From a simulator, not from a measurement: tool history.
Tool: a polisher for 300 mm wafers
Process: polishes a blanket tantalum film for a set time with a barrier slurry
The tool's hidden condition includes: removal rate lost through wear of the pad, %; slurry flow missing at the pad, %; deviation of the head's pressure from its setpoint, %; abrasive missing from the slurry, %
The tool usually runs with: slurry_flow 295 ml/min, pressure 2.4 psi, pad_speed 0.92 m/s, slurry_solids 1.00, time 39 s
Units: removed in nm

run,hour,slurry_flow,pressure,pad_speed,slurry_solids,time,wafers since the last listed run,wafers polished on this pad,hours since the slurry nozzle was cleaned,hours since the head pressure was calibrated,hours since the slurry blender was calibrated,"incoming thickness of the incoming film, nm",removed
1,0.0,295,2.4,0.92,1.00,39,0,894,520.6,964.4,111.6,447.8,71.8
2,35.6,295,2.4,0.92,1.00,39,379,1274,556.2,1000.0,147.2,454.5,71.3
# hour 42.4: worn pad replaced by a new one
3,58.5,295,2.4,0.92,1.00,39,201,171,579.1,1022.9,170.1,453.5,71.3
4,76.4,295,2.4,0.92,1.00,39,190,362,597.0,1040.8,188.0,451.7,69.4
5,94.0,295,2.4,0.92,1.00,39,187,550,614.6,1058.4,205.6,447.4,68.6
6,125.1,295,2.4,0.92,1.00,39,331,881,645.7,1089.5,236.7,449.6,70.0
7,139.7,295,2.4,0.92,1.00,39,155,1037,660.3,1104.1,251.3,449.5,71.1
8,157.7,255,2.4,0.92,1.00,39,191,1229,678.3,1122.1,269.3,444.0,69.9
9,181.3,255,2.4,0.92,1.00,39,251,1481,701.9,1145.7,292.9,459.1,69.5
# hour 188.7: worn pad replaced by a new one
10,214.1,265,2.4,0.92,1.00,39,307,271,734.7,1178.5,325.7,450.4,67.8
# hour 236.1: slurry nozzle cleaned
11,248.9,295,2.4,0.92,1.00,39,360,631,12.8,1213.3,360.5,448.7,67.2
12,266.0,295,1.8,1.02,1.00,43,182,813,29.9,1230.4,377.6,451.8,61.9
13,278.9,295,2.4,0.92,1.00,48,137,951,42.8,1243.3,390.5,447.0,84.0
# hour 281.0: slurry blender recalibrated
# hour 283.2: head pressure recalibrated
14,291.5,295,2.4,0.92,1.00,39,91,1043,55.4,8.3,10.5,444.3,78.5
15,324.1,295,2.4,0.92,1.00,39,347,1390,88.0,40.9,43.1,452.0,81.2
# hour 331.4: worn pad replaced by a new one
16,353.5,295,2.4,0.74,1.00,30,270,236,117.4,70.3,72.5,452.1,50.6
17,382.4,340,2.4,0.92,0.80,48,308,544,146.3,99.2,101.4,453.5,90.9
18,404.4,325,1.9,0.92,1.00,39,234,778,168.3,121.2,123.4,454.0,62.6
19,424.6,250,1.7,1.14,1.20,39,215,994,188.5,141.4,143.6,450.3,72.2
20,442.7,240,2.4,0.92,1.30,31,192,1187,206.6,159.5,161.7,448.5,67.6
21,458.7,295,2.4,1.08,1.00,39,170,1357,222.6,175.5,177.7,447.3,94.5
# hour 462.8: worn pad replaced by a new one
22,486.4,295,2.4,0.92,1.00,39,252,251,250.3,203.2,205.4,458.6,80.6

List, for all runs, the conditions of the tool that the log does not record:
removal rate lost through wear of the pad, %: 0 in every run
slurry flow missing at the pad, %: 0 in every run
abrasive missing from the slurry, %: 0 in every run
H1: deviation of the head's pressure from its setpoint, %
run,H1
1,-8.71
2,-9.32
3,-9.72
4,-10
5,-10.4
6,-10.9
7,-11.2
8,-11.6
9,-12
10,-12.7
11,-13.4
12,-13.8
13,-14.1
14,1.52
15,1.51
16,1.48
17,1.44
18,1.4
19,1.35
20,1.3
21,1.26
22,1.16

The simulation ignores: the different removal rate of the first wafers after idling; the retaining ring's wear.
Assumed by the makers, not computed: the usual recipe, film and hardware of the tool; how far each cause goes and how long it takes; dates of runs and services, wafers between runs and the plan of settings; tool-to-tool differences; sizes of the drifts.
